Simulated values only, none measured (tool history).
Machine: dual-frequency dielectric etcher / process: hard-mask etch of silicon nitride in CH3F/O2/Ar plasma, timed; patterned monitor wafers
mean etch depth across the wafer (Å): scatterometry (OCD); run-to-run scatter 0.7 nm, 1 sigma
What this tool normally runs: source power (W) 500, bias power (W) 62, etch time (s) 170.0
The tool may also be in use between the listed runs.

run   hour  source power (W)  bias power (W)  etch time (s)  wafers since the last listed run  hours since the last wet clean  hours since the last source power generator calibration  hours since the last bias power generator calibration  hours since the last upper electrode change  hours since the gauge calibration  read-back reference wafer on the same gauge, depth_nm  mean etch depth across the wafer (Å)
  1    0.0               500              62          170.0                                 0                           414.8                                                      4.9                                                 2451.9                                       5257.1                                7.4                                                   96.0                                  1238
  2    8.5               500              62          170.0                                81                           423.3                                                     13.4                                                 2460.4                                       5265.6                               15.9                                                   95.9                                  1237
  3   14.5               460              62          170.0                                57                           429.3                                                     19.4                                                 2466.4                                       5271.6                               21.9                                                   96.0                                  1196
  4   29.1               460              62          170.0                               139                           443.9                                                     34.0                                                 2481.0                                       5286.2                               36.5                                                   95.9                                  1194
  5   41.2               500              62          170.0                               115                           456.0                                                     46.1                                                 2493.1                                       5298.3                               48.6                                                   96.0                                  1240
  6   57.0               500              62          170.0                               150                           471.8                                                     61.9                                                 2508.9                                       5314.1                               64.4                                                   96.1                                  1237
      89.4  -- wet clean of the chamber
     112.0  -- upper electrode replaced
  7  112.5               500              62          170.0                                85                            23.1                                                    117.4                                                 2564.4                                          0.5                              119.9                                                   96.0                                  1173
  8  112.8               460              48          170.0                                 2                            23.4                                                    117.7                                                 2564.7                                          0.8                              120.2                                                   96.0                                  1075
  9  113.2               500              62          170.0                                 3                            23.8                                                    118.1                                                 2565.1                                          1.2                              120.6                                                   96.0                                  1180
 10  113.6               450              57          170.0                                 3                            24.2                                                    118.5                                                 2565.5                                          1.6                              121.0                                                   96.0                                  1101
 11  113.9               500              62          170.0                                 2                            24.5                                                    118.8                                                 2565.8                                          1.9                              121.3                                                   96.0                                  1171
 12  121.0               570              62          192.5                                67                            31.6                                                    125.9                                                 2572.9                                          9.0                              128.4                                                   96.0                                  1392
 13  134.0               500              62          170.0                               124                            44.6                                                    138.9                                                 2585.9                                         22.0                              141.4                                                   95.9                                  1171
 14  141.8               380              62          128.0                                74                            52.4                                                    146.7                                                 2593.7                                         29.8                              149.2                                                   96.0                                   825
 15  164.9               500              54          170.0                               220                            75.5                                                    169.8                                                 2616.8                                         52.9                              172.3                                                   96.2                                  1130
 16  177.2               530              46          183.0                               117                            87.8                                                    182.1                                                 2629.1                                         65.2                              184.6                                                   96.0                                  1213
 17  188.7               500              62          170.0                               109                            99.3                                                    193.6                                                 2640.6                                         76.7                              196.1                                                   95.9                                  1193
 18  199.8               410              52          213.5                               105                           110.4                                                    204.7                                                 2651.7                                         87.8                              207.2                                                   96.0                                  1335
 19  210.8               500              62          170.0                               105                           121.4                                                    215.7                                                 2662.7                                         98.8                              218.2                                                   96.0                                  1178
     218.1  -- bias power generator calibrated
 20  218.9               550              49          205.0                                39                           129.5                                                    223.8                                                    0.8                                        106.9                              226.3                                                   96.1                                  1396
 21  226.9               500              73          120.0                                76                           137.5                                                    231.8                                                    8.8                                        114.9                              234.3                                                   96.1                                   888
 22  236.5               450              67          214.0                                91                           147.1                                                    241.4                                                   18.4                                        124.5                              243.9                                                   95.9                                  1490
 23  249.3               450              49          170.0                               122                           159.9                                                    254.2                                                   31.2                                        137.3                              256.7                                                   96.0                                  1093
 24  260.3               500              62          154.5                               105                           170.9                                                    265.2                                                   42.2                                        148.3                              267.7                                                   96.1                                  1083
 25  274.2               440              51          217.5                               132                           184.8                                                    279.1                                                   56.1                                        162.2                              281.6                                                   96.0                                  1394
 26  281.8               440              51          217.5                                72                           192.4                                                    286.7                                                   63.7                                        169.8                              289.2                                                   96.0                                  1401
 27  316.0               500              62          170.0                               326                           226.6                                                    320.9                                                   97.9                                        204.0                              323.4                                                   95.9                                  1214
 28  324.6               450              62          170.0                                82                           235.2                                                    329.5                                                  106.5                                        212.6                              332.0                                                   96.0                                  1160
 29  338.4               500              62          170.0                               131                           249.0                                                    343.3                                                  120.3                                        226.4                              345.8                                                   95.9                                  1214
 30  355.4               500              62          170.0                               162                           266.0                                                    360.3                                                  137.3                                        243.4                              362.8                                                   96.1                                  1207
 31  373.3               500              49          170.0                               170                           283.9                                                    378.2                                                  155.2                                        261.3                              380.7                                                   96.1                                  1138

What if the next run were any one of these 3? Each begins from the tool's condition after run 31:
  A  373.8               570              62          170.0                                 4                           284.4                                                    378.7                                                  155.7                                        261.8                              381.2                                                      ?                                     ?
  B  373.8               580              62          170.0                                 4                           284.4                                                    378.7                                                  155.7                                        261.8                              381.2                                                      ?                                     ?
  C  373.8               500              62          206.0                                 4                           284.4                                                    378.7                                                  155.7                                        261.8                              381.2                                                      ?                                     ?

run  read-back reference wafer on the same gauge, depth_nm  mean etch depth across the wafer (Å)
  A                                                   95.9                                  1260
  B                                                   95.9                                  1267
  C                                                   95.9                                  1466
Without the tool's unlogged condition, the same runs would have read:
run  mean etch depth across the wafer (Å)
  A                                  1229
  B                                  1236
  C                                  1430
